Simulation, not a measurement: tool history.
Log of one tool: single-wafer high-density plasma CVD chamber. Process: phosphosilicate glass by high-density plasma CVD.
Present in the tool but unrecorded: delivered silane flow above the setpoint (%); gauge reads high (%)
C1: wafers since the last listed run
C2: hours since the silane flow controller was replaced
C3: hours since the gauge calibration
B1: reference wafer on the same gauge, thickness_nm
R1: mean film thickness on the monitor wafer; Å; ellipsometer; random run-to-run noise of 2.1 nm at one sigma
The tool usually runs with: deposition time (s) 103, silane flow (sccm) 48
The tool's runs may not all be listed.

{"run": 1, "day": 0.0, "deposition time (s)": 103, "silane flow (sccm)": 48, "C1": 0, "C2": 3839.7, "C3": 300.1, "B1": 413.783, "R1": 4694.28}
{"run": 2, "day": 1.012, "deposition time (s)": 103, "silane flow (sccm)": 48, "C1": 462, "C2": 3864, "C3": 324.4, "B1": 414.264, "R1": 4705.2}
{"run": 3, "day": 1.833, "deposition time (s)": 103, "silane flow (sccm)": 48, "C1": 374, "C2": 3883.7, "C3": 344.1, "B1": 413.901, "R1": 4684.45}
{"run": 4, "day": 2.512, "deposition time (s)": 103, "silane flow (sccm)": 48, "C1": 310, "C2": 3900, "C3": 360.4, "B1": 414.152, "R1": 4693.64}
{"run": 5, "day": 3.15, "deposition time (s)": 103, "silane flow (sccm)": 48, "C1": 291, "C2": 3915.3, "C3": 375.7, "B1": 414.039, "R1": 4729.94}
{"run": 6, "day": 4.346, "deposition time (s)": 103, "silane flow (sccm)": 48, "C1": 545, "C2": 3944, "C3": 404.4, "B1": 414.127, "R1": 4688.09}
{"run": 7, "day": 8.133, "deposition time (s)": 103, "silane flow (sccm)": 48, "C1": 1729, "C2": 4034.9, "C3": 495.3, "B1": 414.022, "R1": 4677.27}
{"run": 8, "day": 9.321, "deposition time (s)": 103, "silane flow (sccm)": 48, "C1": 542, "C2": 4063.4, "C3": 523.8, "B1": 414.059, "R1": 4697.33}
{"run": 9, "day": 10.562, "deposition time (s)": 103, "silane flow (sccm)": 48, "C1": 566, "C2": 4093.2, "C3": 553.6, "B1": 413.672, "R1": 4717.25}
{"run": 10, "day": 11.504, "deposition time (s)": 109, "silane flow (sccm)": 48, "C1": 429, "C2": 4115.8, "C3": 576.2, "B1": 413.991, "R1": 4944.55}
{"run": 11, "day": 12.838, "deposition time (s)": 109, "silane flow (sccm)": 48, "C1": 608, "C2": 4147.8, "C3": 608.2, "B1": 413.901, "R1": 4996.33}
{"run": 12, "day": 13.933, "deposition time (s)": 109, "silane flow (sccm)": 48, "C1": 500, "C2": 4174.1, "C3": 634.5, "B1": 413.73, "R1": 5018.2}
{"run": 13, "day": 14.758, "deposition time (s)": 89, "silane flow (sccm)": 48, "C1": 376, "C2": 4193.9, "C3": 654.3, "B1": 414.014, "R1": 4077.86}
{"run": 14, "day": 15.629, "deposition time (s)": 89, "silane flow (sccm)": 48, "C1": 397, "C2": 4214.8, "C3": 675.2, "B1": 414.232, "R1": 4055.57}
{"run": 15, "day": 16.95, "deposition time (s)": 96, "silane flow (sccm)": 48, "C1": 603, "C2": 4246.5, "C3": 706.9, "B1": 413.867, "R1": 4381.95}
{"run": 16, "day": 17.733, "deposition time (s)": 103, "silane flow (sccm)": 48, "C1": 357, "C2": 4265.3, "C3": 725.7, "B1": 414.027, "R1": 4655.15}
{"day": 18.25, "done": "silane flow controller replaced"}
{"run": 17, "day": 19.096, "deposition time (s)": 109, "silane flow (sccm)": 48, "C1": 469, "C2": 20.3, "C3": 758.4, "B1": 414.521, "R1": 4957.11}
{"run": 18, "day": 19.975, "deposition time (s)": 103, "silane flow (sccm)": 48, "C1": 401, "C2": 41.4, "C3": 779.5, "B1": 414.601, "R1": 4707.61}
{"run": 19, "day": 20.758, "deposition time (s)": 97, "silane flow (sccm)": 48, "C1": 357, "C2": 60.2, "C3": 798.3, "B1": 414.436, "R1": 4372.91}
{"day": 23.729, "done": "gauge calibrated"}
{"run": 20, "day": 24.092, "deposition time (s)": 96, "silane flow (sccm)": 48, "C1": 1521, "C2": 140.2, "C3": 8.7, "B1": 414.384, "R1": 4368.71}
{"run": 21, "day": 24.958, "deposition time (s)": 103, "silane flow (sccm)": 48, "C1": 395, "C2": 161, "C3": 29.5, "B1": 414.593, "R1": 4721.06}
{"run": 22, "day": 26.396, "deposition time (s)": 119, "silane flow (sccm)": 39, "C1": 656, "C2": 195.5, "C3": 64, "B1": 414.159, "R1": 4631.91}
{"run": 23, "day": 27.862, "deposition time (s)": 88, "silane flow (sccm)": 41, "C1": 669, "C2": 230.7, "C3": 99.2, "B1": 414.329, "R1": 3521.64}
{"run": 24, "day": 29.038, "deposition time (s)": 103, "silane flow (sccm)": 43, "C1": 536, "C2": 258.9, "C3": 127.4, "B1": 413.834, "R1": 4320.13}
{"run": 25, "day": 30.508, "deposition time (s)": 86, "silane flow (sccm)": 56, "C1": 671, "C2": 294.2, "C3": 162.7, "B1": 413.6, "R1": 4451.61}
{"run": 26, "day": 31.788, "deposition time (s)": 103, "silane flow (sccm)": 48, "C1": 583, "C2": 324.9, "C3": 193.4, "B1": 413.958, "R1": 4726.07}
{"run": 27, "day": 33.142, "deposition time (s)": 123, "silane flow (sccm)": 48, "C1": 618, "C2": 357.4, "C3": 225.9, "B1": 414.126, "R1": 5611.13}
{"run": 28, "day": 34.188, "deposition time (s)": 122, "silane flow (sccm)": 51, "C1": 477, "C2": 382.5, "C3": 251, "B1": 414.431, "R1": 5830.22}
{"run": 29, "day": 35.296, "deposition time (s)": 117, "silane flow (sccm)": 48, "C1": 505, "C2": 409.1, "C3": 277.6, "B1": 414.198, "R1": 5303.03}
{"run": 30, "day": 36.721, "deposition time (s)": 103, "silane flow (sccm)": 57, "C1": 650, "C2": 443.3, "C3": 311.8, "B1": 413.629, "R1": 5422.56}
{"run": 31, "day": 37.567, "deposition time (s)": 103, "silane flow (sccm)": 48, "C1": 386, "C2": 463.6, "C3": 332.1, "B1": 414.096, "R1": 4707.38}
{"run": 32, "day": 38.888, "deposition time (s)": 86, "silane flow (sccm)": 41, "C1": 603, "C2": 495.3, "C3": 363.8, "B1": 413.911, "R1": 3463.71}

Hidden condition of the tool, last listed run before each entry between runs versus first listed run after:
After run 16, before run 17: silane flow controller replaced (day 18.25)
  nothing in the hidden state changes from one run to the other
After run 19, before run 20: gauge calibrated (day 23.729)
  nothing in the hidden state changes from one run to the other
